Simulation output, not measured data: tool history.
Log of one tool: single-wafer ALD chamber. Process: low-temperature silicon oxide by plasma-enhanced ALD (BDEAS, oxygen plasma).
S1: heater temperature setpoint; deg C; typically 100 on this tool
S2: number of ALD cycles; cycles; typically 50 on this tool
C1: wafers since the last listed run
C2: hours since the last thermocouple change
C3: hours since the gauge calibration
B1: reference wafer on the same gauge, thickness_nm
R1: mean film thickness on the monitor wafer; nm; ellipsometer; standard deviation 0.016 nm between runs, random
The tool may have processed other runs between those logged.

run     day   S1  S2   C1      C2      C3     B1     R1
  1       0  100  50    0   758.2   273.7  7.448  6.458
  2   2.425  100  47  308   816.4   331.9  7.444  6.042
  3   4.771  100  50  298   872.7   388.2  7.454   6.43
  4   6.904  100  50  271   923.9   439.4  7.454  6.422
  5     9.8  100  50  368   993.4   508.9  7.453  6.402
  6  11.046  100  50  158  1023.3   538.8  7.445  6.449
  7  13.254  100  50  281  1076.3   591.8  7.449  6.449
  8  15.375  100  50  270  1127.2   642.7  7.455  6.442
  9  17.325  110  50  248    1174   689.5  7.456  6.275
 10  18.608  110  50  163  1204.8   720.3  7.447  6.274
 11  20.833  110  50  283  1258.2   773.7  7.451  6.277
 12  23.325  100  56  317    1318   833.5  7.454   7.19
 13  25.738  100  50  307  1375.9   891.4  7.445  6.427
     27.479  -- thermocouple changed; heater temperature recalibrated
 14  27.808  100  50  221     7.9   941.1  7.448  6.517
 15  29.862  100  50  261    57.2   990.4  7.455  6.502
 16  32.738  100  50  366   126.2  1059.4  7.452  6.516
 17  34.638  100  50  241   171.8    1105   7.45    6.5
 18  37.112  107  55  315   231.2  1164.4  7.441  7.036
 19  38.321  107  55  153   260.2  1193.4  7.447  7.046
 20  40.396  106  46  264     310  1243.2  7.449  5.893
 21  41.738  100  50  170   342.2  1275.4  7.453  6.476
 22  43.788   87  58  260   391.4  1324.6  7.454  7.896
 23  45.175   89  55  176   424.7  1357.9  7.452  7.472
 24  47.421  100  50  285   478.6  1411.8  7.452  6.453
     48.225  -- gauge calibrated
 25  49.288  105  46  237   523.4    25.5   7.45  5.881
 26  50.488   86  41  152   552.2    54.3  7.444   5.61
 27  53.183  100  50  343   616.9     119   7.45  6.481
 28  54.746   94  44  198   654.4   156.5  7.452  5.827
 29  56.058   86  44  167   685.9     188  7.445  6.024
 30  58.754   86  44  343   750.6   252.7  7.453  5.975
 31  60.075   94  44  168   782.3   284.4  7.446  5.821
 32  62.138  105  50  262   831.8   333.9  7.447  6.393
 33  64.567  107  55  309   890.1   392.2  7.443  6.995
 34  67.542   91  50  378   961.5   463.6  7.451  6.634
 35   68.85  100  59  166   992.9     495  7.454  7.621
 36  71.017  100  57  275  1044.9     547  7.448  7.348
 37  73.412   94  57  305  1102.4   604.5  7.453  7.493
 38  76.012   94  50  331  1164.8   666.9  7.455  6.555

Table of differences, measured result less the result of that run with no hidden state. Run-to-run variation is the same in both. Gauge scatter possibly is not:
Hidden state at play: wafer temperature above the value expected at the setpoint (K); gauge reads high (%).
run      R1
  1  -0.056
  2  -0.054
  3   -0.06
  4  -0.063
  5  -0.067
  6  -0.069
  7  -0.071
  8  -0.074
  9  -0.077
 10  -0.078
 11  -0.081
 12  -0.094
 13  -0.087
 14  +0.016
 15  +0.011
 16  +0.003
 17      +0
 18  -0.004
 19  -0.005
 20  -0.007
 21  -0.009
 22  -0.028
 23   -0.03
 24  -0.017
 25  -0.017
 26  -0.033
 27  -0.023
 28  -0.045
 29  -0.048
 30  -0.053
 31  -0.057
 32  -0.035
 33  -0.042
 34  -0.082
 35  -0.051
 36  -0.052
 37  -0.112
 38  -0.104
